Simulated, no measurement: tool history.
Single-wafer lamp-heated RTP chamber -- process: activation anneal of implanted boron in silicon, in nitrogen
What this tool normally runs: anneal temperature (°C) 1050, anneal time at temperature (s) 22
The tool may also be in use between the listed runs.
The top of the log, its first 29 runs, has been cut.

run   hour  anneal temperature (°C)  anneal time at temperature (s)  wafers since the last listed run  wafers since the last pyrometer calibration  wafers since the reflector plate was cleaned  hours since the gauge calibration  read-back reference wafer on the same gauge, sheet resistance  sheet resistance of the implanted and annealed layer (ohm/square)
 30  475.9                     1021                              29                               182                                         1148                                          3221                              317.2                                                         274.05                                                             264.98
 31  493.4                     1050                              35                               270                                         1418                                          3492                              334.7                                                          273.9                                                             261.95
 32  504.1                     1063                              22                               165                                         1584                                          3657                              345.4                                                         273.95                                                             262.98
 33  519.2                     1031                              10                               233                                         1817                                          3890                              360.5                                                         273.94                                                             266.78
 34  525.3                     1063                              22                                94                                         1912                                          3985                              366.6                                                         273.95                                                             262.91
 35  533.5                     1033                              27                               126                                         2038                                          4112                              374.8                                                         274.08                                                             263.74
 36  557.4                     1050                              22                               369                                         2408                                          4481                              398.7                                                         273.97                                                             263.97
 37  572.3                     1074                              18                               230                                         2638                                          4711                              413.6                                                         273.99                                                             263.56

What if the next run were any one of these 4? Each begins from the tool's condition after run 37:
  A  572.7                     1075                              22                                 6                                         2644                                          4718                                414                                                              ?                                                                  ?
  B  572.7                     1065                              28                                 6                                         2644                                          4718                                414                                                              ?                                                                  ?
  C  572.7                     1030                              35                                 6                                         2644                                          4718                                414                                                              ?                                                                  ?
  D  572.7                     1038                              22                                 6                                         2644                                          4718                                414                                                              ?                                                                  ?

run  read-back reference wafer on the same gauge, sheet resistance  sheet resistance of the implanted and annealed layer (ohm/square)
  A                                                         273.95                                                             262.98
  B                                                         273.95                                                             262.71
  C                                                         273.95                                                             264.43
  D                                                         273.95                                                             265.63
What these runs would have given with no unlogged condition in the tool:
run  sheet resistance of the implanted and annealed layer (ohm/square)
  A                                                             262.98
  B                                                             262.71
  C                                                             264.43
  D                                                             265.63

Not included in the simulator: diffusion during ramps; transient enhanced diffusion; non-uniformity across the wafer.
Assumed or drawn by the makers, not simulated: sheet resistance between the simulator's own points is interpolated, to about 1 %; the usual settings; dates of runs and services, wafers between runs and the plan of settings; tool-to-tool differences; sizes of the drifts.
